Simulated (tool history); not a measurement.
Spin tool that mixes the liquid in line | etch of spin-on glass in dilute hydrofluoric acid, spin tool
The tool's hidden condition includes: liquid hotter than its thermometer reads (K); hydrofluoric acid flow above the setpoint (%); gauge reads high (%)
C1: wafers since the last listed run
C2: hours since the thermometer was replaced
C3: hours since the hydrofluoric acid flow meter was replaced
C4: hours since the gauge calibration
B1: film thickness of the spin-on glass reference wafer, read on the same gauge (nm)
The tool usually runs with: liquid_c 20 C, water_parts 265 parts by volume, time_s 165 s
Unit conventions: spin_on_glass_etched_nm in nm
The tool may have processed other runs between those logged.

{"run": 1, "day": 0.0, "liquid_c": 20, "water_parts": 210, "time_s": 165, "C1": 0, "C2": 891.3, "C3": 457.5, "C4": 639.6, "B1": 70.01, "spin_on_glass_etched_nm": 27.48}
{"run": 2, "day": 2.217, "liquid_c": 20, "water_parts": 210, "time_s": 165, "C1": 413, "C2": 944.5, "C3": 510.7, "C4": 692.8, "B1": 70.01, "spin_on_glass_etched_nm": 27.32}
{"run": 3, "day": 3.462, "liquid_c": 20, "water_parts": 265, "time_s": 165, "C1": 232, "C2": 974.4, "C3": 540.6, "C4": 722.7, "B1": 70, "spin_on_glass_etched_nm": 20.79}
{"run": 4, "day": 5.55, "liquid_c": 20, "water_parts": 265, "time_s": 165, "C1": 389, "C2": 1024.5, "C3": 590.7, "C4": 772.8, "B1": 69.98, "spin_on_glass_etched_nm": 20.69}
{"run": 5, "day": 6.842, "liquid_c": 20, "water_parts": 265, "time_s": 230, "C1": 240, "C2": 1055.5, "C3": 621.7, "C4": 803.8, "B1": 70, "spin_on_glass_etched_nm": 29.27}
{"run": 6, "day": 8.525, "liquid_c": 20, "water_parts": 265, "time_s": 165, "C1": 313, "C2": 1095.9, "C3": 662.1, "C4": 844.2, "B1": 70.03, "spin_on_glass_etched_nm": 21.1}
{"run": 7, "day": 11.492, "liquid_c": 20, "water_parts": 265, "time_s": 165, "C1": 553, "C2": 1167.1, "C3": 733.3, "C4": 915.4, "B1": 70, "spin_on_glass_etched_nm": 20.89}
{"run": 8, "day": 17.717, "liquid_c": 20, "water_parts": 265, "time_s": 165, "C1": 1160, "C2": 1316.5, "C3": 882.7, "C4": 1064.8, "B1": 70.02, "spin_on_glass_etched_nm": 21.22}
{"day": 18.925, "done": "gauge calibrated"}
{"run": 9, "day": 20.225, "liquid_c": 20, "water_parts": 265, "time_s": 165, "C1": 467, "C2": 1376.7, "C3": 942.9, "C4": 31.2, "B1": 70.01, "spin_on_glass_etched_nm": 21.52}
{"run": 10, "day": 23.062, "liquid_c": 20, "water_parts": 265, "time_s": 165, "C1": 528, "C2": 1444.8, "C3": 1011, "C4": 99.3, "B1": 70.01, "spin_on_glass_etched_nm": 21.14}
{"run": 11, "day": 24.6, "liquid_c": 20, "water_parts": 265, "time_s": 115, "C1": 286, "C2": 1481.7, "C3": 1047.9, "C4": 136.2, "B1": 69.97, "spin_on_glass_etched_nm": 15.49}
{"run": 12, "day": 27.483, "liquid_c": 21.5, "water_parts": 265, "time_s": 165, "C1": 537, "C2": 1550.9, "C3": 1117.1, "C4": 205.4, "B1": 69.99, "spin_on_glass_etched_nm": 23.63}
{"run": 13, "day": 28.962, "liquid_c": 21.5, "water_parts": 265, "time_s": 165, "C1": 275, "C2": 1586.4, "C3": 1152.6, "C4": 240.9, "B1": 70.01, "spin_on_glass_etched_nm": 23.29}
{"day": 31.104, "done": "hydrofluoric acid flow meter replaced"}
{"run": 14, "day": 31.367, "liquid_c": 22.5, "water_parts": 355, "time_s": 230, "C1": 440, "C2": 1644.1, "C3": 6.3, "C4": 298.6, "B1": 70, "spin_on_glass_etched_nm": 21.57}
{"run": 15, "day": 33.983, "liquid_c": 22, "water_parts": 300, "time_s": 235, "C1": 487, "C2": 1706.9, "C3": 69.1, "C4": 361.4, "B1": 69.99, "spin_on_glass_etched_nm": 26.99}
{"day": 36.358, "done": "thermometer replaced"}
{"run": 16, "day": 36.962, "liquid_c": 17.5, "water_parts": 365, "time_s": 165, "C1": 547, "C2": 14.5, "C3": 140.6, "C4": 432.9, "B1": 70, "spin_on_glass_etched_nm": 12.58}
{"run": 17, "day": 39.017, "liquid_c": 20, "water_parts": 395, "time_s": 220, "C1": 382, "C2": 63.8, "C3": 189.9, "C4": 482.2, "B1": 70.01, "spin_on_glass_etched_nm": 16.7}
{"run": 18, "day": 41.533, "liquid_c": 23, "water_parts": 190, "time_s": 225, "C1": 469, "C2": 124.2, "C3": 250.3, "C4": 542.6, "B1": 70, "spin_on_glass_etched_nm": 47.96}
{"run": 19, "day": 44.362, "liquid_c": 17.5, "water_parts": 325, "time_s": 120, "C1": 527, "C2": 192.1, "C3": 318.2, "C4": 610.5, "B1": 70.01, "spin_on_glass_etched_nm": 10.9}
{"run": 20, "day": 45.692, "liquid_c": 20, "water_parts": 310, "time_s": 265, "C1": 247, "C2": 224, "C3": 350.1, "C4": 642.4, "B1": 70, "spin_on_glass_etched_nm": 28.06}
{"run": 21, "day": 47.283, "liquid_c": 20, "water_parts": 265, "time_s": 165, "C1": 296, "C2": 262.2, "C3": 388.3, "C4": 680.6, "B1": 69.98, "spin_on_glass_etched_nm": 20.88}
{"run": 22, "day": 49.254, "liquid_c": 24, "water_parts": 315, "time_s": 120, "C1": 367, "C2": 309.5, "C3": 435.6, "C4": 727.9, "B1": 70, "spin_on_glass_etched_nm": 14.37}
{"run": 23, "day": 51.912, "liquid_c": 17, "water_parts": 265, "time_s": 70, "C1": 495, "C2": 373.3, "C3": 499.4, "C4": 791.7, "B1": 70.01, "spin_on_glass_etched_nm": 8.17}
{"run": 24, "day": 53.488, "liquid_c": 24, "water_parts": 155, "time_s": 260, "C1": 293, "C2": 411.1, "C3": 537.2, "C4": 829.5, "B1": 69.97, "spin_on_glass_etched_nm": 74.26}
{"run": 25, "day": 54.621, "liquid_c": 20, "water_parts": 265, "time_s": 205, "C1": 211, "C2": 438.3, "C3": 564.4, "C4": 856.7, "B1": 70, "spin_on_glass_etched_nm": 26.66}
{"run": 26, "day": 56.038, "liquid_c": 20, "water_parts": 265, "time_s": 165, "C1": 264, "C2": 472.3, "C3": 598.4, "C4": 890.7, "B1": 70, "spin_on_glass_etched_nm": 21.33}
{"run": 27, "day": 58.717, "liquid_c": 22.5, "water_parts": 265, "time_s": 205, "C1": 499, "C2": 536.6, "C3": 662.7, "C4": 955, "B1": 70, "spin_on_glass_etched_nm": 29.25}

For each run, what was the tool's unlogged condition?
liquid hotter than its thermometer reads (K): 0 in every run
gauge reads high (%): 0 in every run
H1: hydrofluoric acid flow above the setpoint (%)
run=1 H1=3.42
run=2 H1=3.78
run=3 H1=3.98
run=4 H1=4.31
run=5 H1=4.52
run=6 H1=4.79
run=7 H1=5.27
run=8 H1=6.28
run=9 H1=6.68
run=10 H1=7.14
run=11 H1=7.39
run=12 H1=7.85
run=13 H1=8.09
run=14 H1=2.4
run=15 H1=2.82
run=16 H1=3.3
run=17 H1=3.63
run=18 H1=4.04
run=19 H1=4.49
run=20 H1=4.71
run=21 H1=4.97
run=22 H1=5.28
run=23 H1=5.71
run=24 H1=5.97
run=25 H1=6.15
run=26 H1=6.38
run=27 H1=6.81

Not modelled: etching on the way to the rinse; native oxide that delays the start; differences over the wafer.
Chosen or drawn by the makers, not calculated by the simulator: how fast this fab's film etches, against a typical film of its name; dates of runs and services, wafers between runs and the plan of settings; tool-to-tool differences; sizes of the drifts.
